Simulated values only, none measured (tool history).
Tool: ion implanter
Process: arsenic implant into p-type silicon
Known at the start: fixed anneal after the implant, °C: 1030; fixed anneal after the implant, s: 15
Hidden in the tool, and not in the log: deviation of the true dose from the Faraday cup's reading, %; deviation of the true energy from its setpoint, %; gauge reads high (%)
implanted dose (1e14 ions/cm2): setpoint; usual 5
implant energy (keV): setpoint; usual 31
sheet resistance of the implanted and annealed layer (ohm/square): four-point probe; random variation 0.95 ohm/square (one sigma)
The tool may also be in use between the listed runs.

run    hour  implanted dose (1e14 ions/cm2)  implant energy (keV)  wafers since the last listed run  hours since the last dose calibration  hours since the extraction supply was calibrated  hours since the gauge calibration  read-back reference wafer on the same gauge, sheet resistance  sheet resistance of the implanted and annealed layer (ohm/square)
  1       0                            4.25                    31                                 0                                     17                                              4705                             2571.8                                                         169.42                                                             206.45
  2    86.4                            4.25                    31                              2254                                  103.4                                            4791.4                             2658.2                                                         169.52                                                             205.97
  3   141.4                               5                    36                              1434                                  158.4                                            4846.4                             2713.2                                                         169.82                                                             175.82
  4   179.6                               5                    36                               996                                  196.6                                            4884.6                             2751.4                                                         170.11                                                             178.75
  5   233.9                               5                    36                              1416                                  250.9                                            4938.9                             2805.7                                                         170.31                                                              177.1
  6   280.8                            4.41                    31                              1223                                  297.8                                            4985.8                             2852.6                                                         170.24                                                             201.22
  7   323.7                            4.41                    31                              1119                                  340.7                                            5028.7                             2895.5                                                         170.52                                                              200.2
  8   413.7                            4.41                    31                              2348                                  430.7                                            5118.7                             2985.5                                                         170.64                                                             198.43
  9   454.4                               5                    31                              1061                                  471.4                                            5159.4                             3026.2                                                         170.95                                                             182.65
 10     520                               5                    31                              1711                                    537                                              5225                             3091.8                                                         171.01                                                             180.71
 11   565.7                               5                    31                              1192                                  582.7                                            5270.7                             3137.5                                                         171.29                                                             180.93
 12   625.6                            5.98                    31                              1562                                  642.6                                            5330.6                             3197.4                                                         171.42                                                             158.97
      649.3  -- gauge calibrated
      650.6  -- Faraday cup replaced and dose calibrated
 13   696.9                               5                    31                              1651                                   46.3                                            5401.9                               47.6                                                         160.41                                                              171.7
      795.5  -- extraction supply calibrated
 14     796                               5                    31                              2376                                  145.4                                               0.5                              146.7                                                         160.48                                                             169.14
 15   855.8                               5                    31                              1560                                  205.2                                              60.3                              206.5                                                         160.78                                                             171.62
 16   906.6                            6.33                    31                              1325                                    256                                             111.1                              257.3                                                         160.77                                                             143.29
 17   951.2                               5                  20.5                              1163                                  300.6                                             155.7                              301.9                                                         160.98                                                             181.71
 18  1028.7                             4.6                  39.5                              2021                                  378.1                                             233.2                              379.4                                                         161.41                                                             177.24
 19  1350.1                            4.04                  35.5                              8385                                  699.5                                             554.6                              700.8                                                         162.43                                                             199.28
     1369.2  -- Faraday cup replaced and dose calibrated
 20  1453.6                            5.64                    31                              2491                                   84.4                                             658.1                              804.3                                                         162.56                                                              160.6
 21  1506.9                               5                    31                              1390                                  137.7                                             711.4                              857.6                                                          162.9                                                              171.9
 22  1603.1                               5                    31                              2509                                  233.9                                             807.6                              953.8                                                         163.25                                                             173.54
 23  1661.9                            6.13                  40.5                              1534                                  292.7                                             866.4                             1012.6                                                         163.62                                                             143.67
 24  1701.9                               5                    31                              1043                                  332.7                                             906.4                             1052.6                                                         163.39                                                             174.75
 25  1787.6                            5.92                    31                              2235                                  418.4                                             992.1                             1138.3                                                         163.84                                                             154.32
 26  1839.7                            5.65                    31                              1359                                  470.5                                            1044.2                             1190.4                                                            164                                                             158.65
 27  1888.3                            3.72                  27.5                              1267                                  519.1                                            1092.8                               1239                                                         164.17                                                             222.66
 28  1958.3                               5                    31                              1826                                  589.1                                            1162.8                               1309                                                         164.24                                                             175.98
 29  2049.4                               6                    37                              2376                                  680.2                                            1253.9                             1400.1                                                         164.84                                                             148.68
 30    2141                            4.45                    36                              2389                                  771.8                                            1345.5                             1491.7                                                         165.13                                                             187.81
     2158.5  -- Faraday cup replaced and dose calibrated
 31  2207.6                            4.55                    23                              1528                                   49.1                                            1412.1                             1558.3                                                          165.3                                                              197.9
 32  2298.3                               5                    31                              2366                                  139.8                                            1502.8                               1649                                                         165.42                                                             177.87
 33  2385.1                               5                    31                              2264                                  226.6                                            1589.6                             1735.8                                                         165.95                                                             178.17
 34    2460                            4.57                    26                              1954                                  301.5                                            1664.5                             1810.7                                                         166.25                                                              195.6
 35  2528.9                            4.22                  34.5                              1797                                  370.4                                            1733.4                             1879.6                                                         166.44                                                             199.24
 36  2617.6                            5.56                  34.5                              2314                                  459.1                                            1822.1                             1968.3                                                         166.59                                                             162.24
 37  2695.3                            5.98                    20                              2027                                  536.8                                            1899.8                               2046                                                         166.85                                                             165.54
     2773.6  -- Faraday cup replaced and dose calibrated
 38  2774.1                            6.32                    27                              1847                                    0.5                                            1978.6                             2124.8                                                         167.11                                                             152.67

Forecast each of these 3 alternatives for the next run:
  A  2774.5                            6.42                    31                                10                                    0.9                                              1979                             2125.2                                                              ?                                                                  ?
  B  2774.5                            6.02                  23.5                                10                                    0.9                                              1979                             2125.2                                                              ?                                                                  ?
  C  2774.5                            5.48                  22.5                                10                                    0.9                                              1979                             2125.2                                                              ?                                                                  ?

run  read-back reference wafer on the same gauge, sheet resistance  sheet resistance of the implanted and annealed layer (ohm/square)
  A                                                         167.28                                                             148.91
  B                                                         167.28                                                             163.29
  C                                                         167.28                                                             176.15
Without the tool's hidden state the same runs would have given:
run  sheet resistance of the implanted and annealed layer (ohm/square)
  A                                                             143.39
  B                                                             157.23
  C                                                             169.61
